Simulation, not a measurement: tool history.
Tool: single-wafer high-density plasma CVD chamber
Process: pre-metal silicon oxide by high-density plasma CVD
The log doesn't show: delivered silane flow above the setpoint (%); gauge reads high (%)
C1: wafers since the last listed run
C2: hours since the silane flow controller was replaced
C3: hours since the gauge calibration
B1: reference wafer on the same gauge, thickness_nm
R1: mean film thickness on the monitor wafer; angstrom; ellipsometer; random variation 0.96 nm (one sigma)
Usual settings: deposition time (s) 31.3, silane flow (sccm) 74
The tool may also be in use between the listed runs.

{"run": 1, "hour": 0.0, "deposition time (s)": 31.3, "silane flow (sccm)": 74, "C1": 0, "C2": 1405.7, "C3": 172.2, "B1": 225.014, "R1": 2290.09}
{"run": 2, "hour": 30.2, "deposition time (s)": 31.3, "silane flow (sccm)": 74, "C1": 750, "C2": 1435.9, "C3": 202.4, "B1": 224.45, "R1": 2279.15}
{"run": 3, "hour": 46.3, "deposition time (s)": 34.4, "silane flow (sccm)": 74, "C1": 399, "C2": 1452, "C3": 218.5, "B1": 225.338, "R1": 2526.61}
{"run": 4, "hour": 70.1, "deposition time (s)": 34.4, "silane flow (sccm)": 74, "C1": 591, "C2": 1475.8, "C3": 242.3, "B1": 224.614, "R1": 2488.03}
{"run": 5, "hour": 102.7, "deposition time (s)": 34.4, "silane flow (sccm)": 74, "C1": 809, "C2": 1508.4, "C3": 274.9, "B1": 224.492, "R1": 2513.25}
{"run": 6, "hour": 116.9, "deposition time (s)": 35.7, "silane flow (sccm)": 81, "C1": 352, "C2": 1522.6, "C3": 289.1, "B1": 224.989, "R1": 2767.18}
{"run": 7, "hour": 131.2, "deposition time (s)": 35.7, "silane flow (sccm)": 81, "C1": 355, "C2": 1536.9, "C3": 303.4, "B1": 225.338, "R1": 2760.56}
{"run": 8, "hour": 149.3, "deposition time (s)": 31.3, "silane flow (sccm)": 74, "C1": 449, "C2": 1555, "C3": 321.5, "B1": 224.864, "R1": 2281.19}
{"run": 9, "hour": 179.2, "deposition time (s)": 35.1, "silane flow (sccm)": 74, "C1": 742, "C2": 1584.9, "C3": 351.4, "B1": 224.736, "R1": 2556.81}
{"run": 10, "hour": 208.4, "deposition time (s)": 35.1, "silane flow (sccm)": 74, "C1": 725, "C2": 1614.1, "C3": 380.6, "B1": 224.445, "R1": 2542.43}
{"run": 11, "hour": 230.3, "deposition time (s)": 33.4, "silane flow (sccm)": 74, "C1": 543, "C2": 1636, "C3": 402.5, "B1": 225.148, "R1": 2433.5}
{"run": 12, "hour": 244.0, "deposition time (s)": 33.4, "silane flow (sccm)": 74, "C1": 340, "C2": 1649.7, "C3": 416.2, "B1": 224.662, "R1": 2427.46}
{"run": 13, "hour": 261.3, "deposition time (s)": 33.4, "silane flow (sccm)": 74, "C1": 429, "C2": 1667, "C3": 433.5, "B1": 224.919, "R1": 2432.77}
{"run": 14, "hour": 283.0, "deposition time (s)": 31.3, "silane flow (sccm)": 74, "C1": 538, "C2": 1688.7, "C3": 455.2, "B1": 224.995, "R1": 2260.21}
{"run": 15, "hour": 296.2, "deposition time (s)": 31.3, "silane flow (sccm)": 74, "C1": 327, "C2": 1701.9, "C3": 468.4, "B1": 225.102, "R1": 2273.85}
{"run": 16, "hour": 331.0, "deposition time (s)": 31.3, "silane flow (sccm)": 74, "C1": 864, "C2": 1736.7, "C3": 503.2, "B1": 224.937, "R1": 2274.05}
{"run": 17, "hour": 344.1, "deposition time (s)": 31.3, "silane flow (sccm)": 74, "C1": 325, "C2": 1749.8, "C3": 516.3, "B1": 225.154, "R1": 2270.46}
{"run": 18, "hour": 363.3, "deposition time (s)": 31.3, "silane flow (sccm)": 74, "C1": 476, "C2": 1769, "C3": 535.5, "B1": 225.36, "R1": 2262.74}
{"run": 19, "hour": 395.7, "deposition time (s)": 31.3, "silane flow (sccm)": 74, "C1": 804, "C2": 1801.4, "C3": 567.9, "B1": 225.261, "R1": 2253.79}
{"run": 20, "hour": 409.7, "deposition time (s)": 31.3, "silane flow (sccm)": 74, "C1": 347, "C2": 1815.4, "C3": 581.9, "B1": 225.245, "R1": 2264.63}
{"run": 21, "hour": 447.9, "deposition time (s)": 35.9, "silane flow (sccm)": 67, "C1": 948, "C2": 1853.6, "C3": 620.1, "B1": 224.866, "R1": 2456.33}
{"hour": 462.6, "done": "silane flow controller replaced"}
{"run": 22, "hour": 480.7, "deposition time (s)": 28, "silane flow (sccm)": 74, "C1": 615, "C2": 18.1, "C3": 652.9, "B1": 224.841, "R1": 2086.28}
{"run": 23, "hour": 506.4, "deposition time (s)": 31.3, "silane flow (sccm)": 74, "C1": 638, "C2": 43.8, "C3": 678.6, "B1": 225.489, "R1": 2337.78}
{"run": 24, "hour": 524.8, "deposition time (s)": 27.4, "silane flow (sccm)": 66, "C1": 456, "C2": 62.2, "C3": 697, "B1": 225.001, "R1": 1911.69}
{"run": 25, "hour": 558.8, "deposition time (s)": 26.6, "silane flow (sccm)": 81, "C1": 844, "C2": 96.2, "C3": 731, "B1": 225.561, "R1": 2103.06}
{"run": 26, "hour": 584.2, "deposition time (s)": 31.3, "silane flow (sccm)": 74, "C1": 630, "C2": 121.6, "C3": 756.4, "B1": 225.119, "R1": 2338.39}
{"hour": 608.0, "done": "gauge calibrated"}
{"run": 27, "hour": 612.4, "deposition time (s)": 28.7, "silane flow (sccm)": 80, "C1": 700, "C2": 149.8, "C3": 4.4, "B1": 225.109, "R1": 2243.45}
{"run": 28, "hour": 646.9, "deposition time (s)": 31.3, "silane flow (sccm)": 74, "C1": 856, "C2": 184.3, "C3": 38.9, "B1": 224.964, "R1": 2325.47}
{"run": 29, "hour": 672.2, "deposition time (s)": 29.1, "silane flow (sccm)": 78, "C1": 628, "C2": 209.6, "C3": 64.2, "B1": 225.256, "R1": 2229.24}
{"run": 30, "hour": 701.5, "deposition time (s)": 31.3, "silane flow (sccm)": 74, "C1": 727, "C2": 238.9, "C3": 93.5, "B1": 225.451, "R1": 2329.95}
{"run": 31, "hour": 727.8, "deposition time (s)": 34.1, "silane flow (sccm)": 68, "C1": 653, "C2": 265.2, "C3": 119.8, "B1": 224.966, "R1": 2423.25}
{"run": 32, "hour": 789.7, "deposition time (s)": 37.6, "silane flow (sccm)": 62, "C1": 1537, "C2": 327.1, "C3": 181.7, "B1": 225.098, "R1": 2520.95}
{"run": 33, "hour": 816.4, "deposition time (s)": 26.5, "silane flow (sccm)": 80, "C1": 663, "C2": 353.8, "C3": 208.4, "B1": 224.941, "R1": 2073.15}
{"run": 34, "hour": 837.6, "deposition time (s)": 25.4, "silane flow (sccm)": 80, "C1": 526, "C2": 375, "C3": 229.6, "B1": 225.127, "R1": 1986.96}
{"run": 35, "hour": 861.1, "deposition time (s)": 37.6, "silane flow (sccm)": 65, "C1": 583, "C2": 398.5, "C3": 253.1, "B1": 225.35, "R1": 2606.61}
{"run": 36, "hour": 880.8, "deposition time (s)": 28.1, "silane flow (sccm)": 83, "C1": 489, "C2": 418.2, "C3": 272.8, "B1": 224.726, "R1": 2250.2}
{"run": 37, "hour": 911.5, "deposition time (s)": 28.9, "silane flow (sccm)": 64, "C1": 762, "C2": 448.9, "C3": 303.5, "B1": 225.077, "R1": 1974.06}
{"run": 38, "hour": 937.9, "deposition time (s)": 26.5, "silane flow (sccm)": 80, "C1": 655, "C2": 475.3, "C3": 329.9, "B1": 225.211, "R1": 2063.42}
{"run": 39, "hour": 956.0, "deposition time (s)": 27, "silane flow (sccm)": 66, "C1": 449, "C2": 493.4, "C3": 348, "B1": 225.006, "R1": 1892.36}
{"run": 40, "hour": 990.0, "deposition time (s)": 25.1, "silane flow (sccm)": 74, "C1": 844, "C2": 527.4, "C3": 382, "B1": 225.129, "R1": 1865.66}
{"run": 41, "hour": 1006.4, "deposition time (s)": 33.4, "silane flow (sccm)": 82, "C1": 407, "C2": 543.8, "C3": 398.4, "B1": 224.472, "R1": 2652.8}

Forecast each of these 3 alternatives for the next run:
{"run": "A", "hour": 1006.8, "deposition time (s)": 25.6, "silane flow (sccm)": 74, "C1": 9, "C2": 544.2, "C3": 398.8, "B1": "?", "R1": "?"}
{"run": "B", "hour": 1006.8, "deposition time (s)": 27.1, "silane flow (sccm)": 74, "C1": 9, "C2": 544.2, "C3": 398.8, "B1": "?", "R1": "?"}
{"run": "C", "hour": 1006.8, "deposition time (s)": 35.6, "silane flow (sccm)": 63, "C1": 9, "C2": 544.2, "C3": 398.8, "B1": "?", "R1": "?"}

run=A B1=224.518 R1=1903.32
run=B B1=224.518 R1=2014.84
run=C B1=224.518 R1=2407.44
Without the tool's hidden state the same runs would have given:
run=A R1=1917.04
run=B R1=2029.36
run=C R1=2424.8
